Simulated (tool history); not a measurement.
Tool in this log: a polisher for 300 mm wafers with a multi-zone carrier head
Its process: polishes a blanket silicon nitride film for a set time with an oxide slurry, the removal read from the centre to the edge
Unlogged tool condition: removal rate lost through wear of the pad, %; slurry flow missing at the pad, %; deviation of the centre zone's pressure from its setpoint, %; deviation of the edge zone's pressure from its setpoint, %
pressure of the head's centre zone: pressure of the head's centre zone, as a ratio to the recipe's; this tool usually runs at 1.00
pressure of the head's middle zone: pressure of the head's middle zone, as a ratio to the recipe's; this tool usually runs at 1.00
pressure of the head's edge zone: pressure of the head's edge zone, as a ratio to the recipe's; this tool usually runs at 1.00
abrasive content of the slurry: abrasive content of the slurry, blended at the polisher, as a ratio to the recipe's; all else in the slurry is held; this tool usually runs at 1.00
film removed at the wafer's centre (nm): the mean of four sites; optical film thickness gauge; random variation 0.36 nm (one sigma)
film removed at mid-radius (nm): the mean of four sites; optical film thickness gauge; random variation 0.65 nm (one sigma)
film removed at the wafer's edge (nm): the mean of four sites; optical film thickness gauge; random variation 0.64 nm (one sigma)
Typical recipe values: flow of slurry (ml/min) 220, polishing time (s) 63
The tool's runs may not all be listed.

run    hour  flow of slurry (ml/min)  pressure of the head's centre zone  pressure of the head's middle zone  pressure of the head's edge zone  abrasive content of the slurry  polishing time (s)  wafers since the last listed run  wafers polished on this pad  hours since the slurry nozzle was cleaned  hours since the centre zone pressure was calibrated  hours since the edge zone pressure was calibrated  hours since the carrier head's membrane was replaced  incoming thickness of the incoming film, nm  film removed at the wafer's centre (nm)  film removed at mid-radius (nm)  film removed at the wafer's edge (nm)
  1     0.0                      220                                1.00                                1.00                              1.00                            1.00                  63                                 0                         1649                                       19.5                                                400.9                                              107.9                                                1010.6                                        507.5                                     58.4                             57.7                                   58.8
  2    40.0                      220                                1.05                                1.00                              1.00                            1.00                  63                               311                         1960                                       59.5                                                440.9                                              147.9                                                1050.6                                        504.7                                     60.5                             56.9                                   58.6
       53.7  -- centre zone pressure recalibrated
  3    98.1                      220                                1.00                                1.00                              1.00                            1.00                  63                               436                         2397                                      117.6                                                 44.4                                              206.0                                                1108.7                                        518.6                                     57.2                             55.8                                   57.8
  4   137.7                      220                                1.00                                1.00                              1.00                            1.00                  63                               308                         2705                                      157.2                                                 84.0                                              245.6                                                1148.3                                        501.7                                     57.2                             55.8                                   59.7
      149.6  -- worn pad replaced by a new one
  5   167.5                      220                                1.00                                1.00                              1.00                            1.00                  63                               200                          138                                      187.0                                                113.8                                              275.4                                                1178.1                                        508.7                                     57.3                             57.5                                   59.7
  6   218.1                      220                                1.00                                1.00                              1.00                            1.00                  63                               393                          532                                      237.6                                                164.4                                              326.0                                                1228.7                                        502.3                                     57.0                             56.7                                   59.0
  7   264.9                      220                                1.07                                1.00                              1.00                            0.80                  63                               364                          896                                      284.4                                                211.2                                              372.8                                                1275.5                                        511.0                                     54.4                             49.5                                   52.4
  8   293.1                      220                                0.93                                1.00                              1.00                            1.00                  78                               219                         1115                                      312.6                                                239.4                                              401.0                                                1303.7                                        511.0                                     65.8                             69.5                                   72.9
  9   318.5                      260                                1.00                                1.00                              1.00                            1.00                  75                               197                         1313                                      338.0                                                264.8                                              426.4                                                1329.1                                        513.5                                     69.9                             67.7                                   71.2
      325.6  -- carrier head's membrane replaced by a new one
      342.3  -- slurry nozzle cleaned
      375.8  -- edge zone pressure recalibrated
      438.4  -- worn pad replaced by a new one
 10   477.9                      220                                1.05                                1.00                              1.00                            1.00                  63                              1146                          307                                      135.6                                                424.2                                              102.1                                                 152.3                                        499.0                                     60.0                             56.7                                   58.1
      514.8  -- centre zone pressure recalibrated
 11   617.0                      220                                1.00                                1.00                              1.00                            1.00                  63                              1066                         1373                                      274.7                                                102.2                                              241.2                                                 291.4                                        505.6                                     57.0                             56.1                                   58.8
      633.2  -- slurry nozzle cleaned
 12   666.1                      175                                1.00                                1.00                              1.00                            0.85                  81                               374                         1747                                       32.9                                                151.3                                              290.3                                                 340.5                                        512.9                                     65.4                             66.6                                   69.3
 13   712.6                      175                                0.95                                1.07                              1.00                            0.85                  63                               361                         2109                                       79.4                                                197.8                                              336.8                                                 387.0                                        513.7                                     47.7                             53.8                                   52.8
 14   782.9                      220                                0.92                                1.00                              1.00                            1.00                  48                               546                         2656                                      149.7                                                268.1                                              407.1                                                 457.3                                        513.9                                     40.2                             43.9                                   44.6
      789.4  -- worn pad replaced by a new one
 15   853.4                      220                                1.00                                0.94                              1.00                            1.00                  63                               517                          498                                      220.2                                                338.6                                              477.6                                                 527.8                                        511.0                                     56.7                             54.6                                   60.0
      859.5  -- edge zone pressure recalibrated
 16   916.9                      220                                1.00                                1.00                              1.00                            1.00                  63                               478                          976                                      283.7                                                402.1                                               57.4                                                 591.3                                        513.6                                     57.2                             56.2                                   59.1
 17   948.7                      220                                1.00                                1.00                              1.00                            1.00                  71                               247                         1223                                      315.5                                                433.9                                               89.2                                                 623.1                                        509.3                                     64.1                             63.3                                   66.9
      980.9  -- slurry nozzle cleaned
      995.6  -- centre zone pressure recalibrated
 18   996.4                      220                                1.00                                1.00                              1.00                            1.00                  63                               347                         1571                                       15.5                                                  0.8                                              136.9                                                 670.8                                        509.0                                     57.4                             58.1                                   58.8
 19  1061.9                      220                                1.12                                1.00                              0.93                            1.00                  63                               509                         2080                                       81.0                                                 66.3                                              202.4                                                 736.3                                        510.1                                     64.6                             57.3                                   56.6
     1091.2  -- worn pad replaced by a new one
 20  1091.7                      220                                1.00                                1.00                              1.00                            1.00                  63                               200                            3                                      110.8                                                 96.1                                              232.2                                                 766.1                                        505.0                                     57.4                             57.2                                   58.3

Here are 5 independent what-if runs from the current tool condition. What would each one return?
  A  1092.1                      220                                1.00                                1.00                              1.00                            0.80                  63                                 3                            6                                      111.2                                                 96.5                                              232.6                                                 766.5                                        517.3                                        ?                                ?                                      ?
  B  1092.1                      220                                1.12                                1.00                              1.00                            1.00                  72                                 3                            6                                      111.2                                                 96.5                                              232.6                                                 766.5                                        517.3                                        ?                                ?                                      ?
  C  1092.1                      270                                1.00                                1.00                              1.00                            1.00                  63                                 3                            6                                      111.2                                                 96.5                                              232.6                                                 766.5                                        517.3                                        ?                                ?                                      ?
  D  1092.1                      180                                1.00                                0.91                              1.00                            1.15                  74                                 3                            6                                      111.2                                                 96.5                                              232.6                                                 766.5                                        517.3                                        ?                                ?                                      ?
  E  1092.1                      185                                1.00                                0.96                              0.94                            0.75                  63                                 3                            6                                      111.2                                                 96.5                                              232.6                                                 766.5                                        517.3                                        ?                                ?                                      ?

run  film removed at the wafer's centre (nm)  film removed at mid-radius (nm)  film removed at the wafer's edge (nm)
  A                                     50.9                             50.9                                   52.0
  B                                     73.5                             65.5                                   66.9
  C                                     59.3                             59.1                                   59.8
  D                                     69.0                             64.1                                   71.5
  E                                     47.3                             45.9                                   47.5
What these runs would have given with no unlogged condition in the tool:
run  film removed at the wafer's centre (nm)  film removed at mid-radius (nm)  film removed at the wafer's edge (nm)
  A                                     52.2                             52.0                                   52.8
  B                                     75.3                             66.9                                   67.9
  C                                     60.5                             60.1                                   60.6
  D                                     71.1                             65.8                                   72.9
  E                                     48.7                             47.1                                   48.4
